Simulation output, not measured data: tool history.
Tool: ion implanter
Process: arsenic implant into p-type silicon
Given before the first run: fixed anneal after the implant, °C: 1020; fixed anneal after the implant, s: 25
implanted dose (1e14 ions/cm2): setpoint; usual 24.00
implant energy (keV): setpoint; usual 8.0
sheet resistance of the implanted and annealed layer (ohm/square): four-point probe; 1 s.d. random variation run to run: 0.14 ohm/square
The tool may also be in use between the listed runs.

run	hour	implanted dose (1e14 ions/cm2)	implant energy (keV)	read-back reference wafer on the same gauge, sheet resistance	sheet resistance of the implanted and annealed layer (ohm/square)
1	0.0	27.76	8.0	109.66	92.26
2	73.4	22.46	8.0	109.71	95.55
3	126.0	19.73	8.0	109.71	98.13
4	196.1	19.73	8.0	109.70	98.04
5	252.0	24.00	8.0	109.69	94.21
6	312.0	24.00	8.0	109.70	94.38
7	382.3	19.08	8.0	109.69	98.39
8	473.5	19.08	8.0	109.74	98.52
9	538.2	19.08	8.0	109.67	98.46
# hour 705.1: Faraday cup replaced and dose calibrated
10	857.1	24.00	8.0	109.70	94.77
11	935.7	24.00	8.0	109.74	94.82
12	1253.9	24.00	8.0	109.68	94.55
13	1342.5	24.00	8.0	109.73	94.61
14	1446.1	24.00	8.0	109.68	94.44
15	1503.1	24.00	8.0	109.70	94.46
16	1550.1	24.00	8.0	109.67	94.47
17	1591.6	28.43	8.0	109.70	91.85
# hour 1683.1: gauge calibrated
18	1684.7	30.19	9.5	109.66	89.51
19	1735.6	24.00	10.5	109.69	91.82
# hour 1758.9: extraction supply calibrated
20	1814.5	30.20	10.0	109.68	89.10
21	1918.8	19.39	8.0	109.67	98.01
# hour 1982.2: Faraday cup replaced and dose calibrated
22	2003.8	18.68	6.5	109.66	101.44
23	2072.5	24.00	8.0	109.74	94.94
24	2114.6	26.20	6.5	109.68	94.76
25	2161.9	27.67	5.5	109.66	95.20
26	2268.9	18.43	6.5	109.69	101.40
27	2366.5	27.76	8.0	109.73	92.38
28	2435.3	24.00	8.0	109.71	94.41
29	2540.7	19.08	8.0	109.69	98.50
30	2587.5	27.45	5.5	109.66	94.75
31	2677.1	17.19	6.5	109.67	102.60
32	2765.0	19.26	6.0	109.71	100.35
33	2859.9	25.86	5.5	109.70	95.71
34	2899.5	24.00	5.0	109.71	97.73
35	2935.5	27.71	8.0	109.69	92.08
36	2981.1	24.00	9.5	109.71	92.53
37	3083.4	26.72	10.0	109.69	90.56

4 ways to go on from here, each from the tool as it stands after run 37. What would each give?
A	3083.8	24.00	8.0	?	?
B	3083.8	29.69	5.5	?	?
C	3083.8	19.30	10.0	?	?
D	3083.8	29.97	8.0	?	?

run	read-back reference wafer on the same gauge, sheet resistance	sheet resistance of the implanted and annealed layer (ohm/square)
A	109.67	94.38
B	109.67	93.76
C	109.67	96.34
D	109.67	91.04
Take away the tool's hidden state, keep each run's random variation, and the runs would have read:
run	sheet resistance of the implanted and annealed layer (ohm/square)
A	95.14
B	94.44
C	97.33
D	91.71
